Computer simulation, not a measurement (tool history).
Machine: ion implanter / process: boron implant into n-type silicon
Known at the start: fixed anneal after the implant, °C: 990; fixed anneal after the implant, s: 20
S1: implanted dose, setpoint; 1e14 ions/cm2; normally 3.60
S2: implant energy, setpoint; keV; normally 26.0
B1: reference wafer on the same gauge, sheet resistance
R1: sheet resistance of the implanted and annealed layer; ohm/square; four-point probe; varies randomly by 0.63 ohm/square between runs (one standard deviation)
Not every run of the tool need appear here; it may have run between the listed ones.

run 1 hour=0.0 | S1=4.35 S2=26.0 | B1=310.06 | R1=242.78
run 2 hour=105.0 | S1=4.35 S2=26.0 | B1=310.11 | R1=241.68
run 3 hour=146.1 | S1=3.60 S2=26.0 | B1=310.30 | R1=281.06
run 4 hour=192.2 | S1=3.60 S2=26.0 | B1=309.83 | R1=281.27
run 5 hour=262.7 | S1=3.19 S2=26.0 | B1=309.93 | R1=307.58
run 6 hour=357.1 | S1=3.19 S2=26.0 | B1=310.07 | R1=308.03
run 7 hour=416.8 | S1=3.60 S2=31.0 | B1=310.08 | R1=275.02
run 8 hour=673.9 | S1=3.60 S2=31.0 | B1=309.82 | R1=275.19
run 9 hour=749.0 | S1=3.60 S2=26.0 | B1=310.02 | R1=280.82
run 10 hour=836.0 | S1=3.60 S2=26.0 | B1=309.85 | R1=279.74
run 11 hour=938.9 | S1=3.60 S2=26.0 | B1=309.83 | R1=279.69
run 12 hour=1021.8 | S1=3.60 S2=33.0 | B1=309.98 | R1=273.42
-- hour=1127.3 Faraday cup replaced and dose calibrated
run 13 hour=1127.8 | S1=3.60 S2=33.0 | B1=309.91 | R1=276.87
run 14 hour=1209.7 | S1=3.60 S2=33.0 | B1=310.05 | R1=276.08
run 15 hour=1309.2 | S1=3.60 S2=30.0 | B1=309.93 | R1=279.18
run 16 hour=1358.4 | S1=3.60 S2=30.0 | B1=310.06 | R1=279.71
run 17 hour=1402.9 | S1=3.60 S2=26.0 | B1=310.04 | R1=282.24
run 18 hour=1482.0 | S1=4.33 S2=29.0 | B1=310.25 | R1=242.38
-- hour=1568.8 gauge calibrated
run 19 hour=1581.5 | S1=3.60 S2=26.0 | B1=309.98 | R1=281.72
run 20 hour=1658.1 | S1=3.60 S2=26.0 | B1=309.94 | R1=281.85
-- hour=1673.4 extraction supply calibrated
run 21 hour=1701.9 | S1=3.60 S2=26.0 | B1=309.81 | R1=280.97
run 22 hour=1755.1 | S1=3.21 S2=33.0 | B1=309.93 | R1=300.73
run 23 hour=1838.1 | S1=2.73 S2=29.5 | B1=309.89 | R1=342.95
run 24 hour=1919.3 | S1=3.92 S2=23.0 | B1=310.21 | R1=265.90
run 25 hour=1963.9 | S1=4.27 S2=35.0 | B1=310.03 | R1=239.64
run 26 hour=2069.7 | S1=3.07 S2=26.0 | B1=309.97 | R1=319.56
run 27 hour=2121.3 | S1=3.19 S2=26.0 | B1=310.25 | R1=308.74
run 28 hour=2202.1 | S1=3.60 S2=18.5 | B1=310.01 | R1=289.28
run 29 hour=2274.7 | S1=3.60 S2=26.0 | B1=309.96 | R1=280.03
run 30 hour=2340.9 | S1=3.60 S2=26.0 | B1=310.06 | R1=282.14
run 31 hour=2381.1 | S1=3.60 S2=26.0 | B1=310.16 | R1=280.85
run 32 hour=2470.3 | S1=2.90 S2=35.0 | B1=310.10 | R1=321.24

What does the tool deliver on the next run?
run 33 hour=2531.8 | S1=3.93 S2=26.0 | B1=? | R1=?

B1: 309.71
R1: 261.35 ohm/square
Without the tool's hidden state the same run would have given R1 263.15 ohm/square.
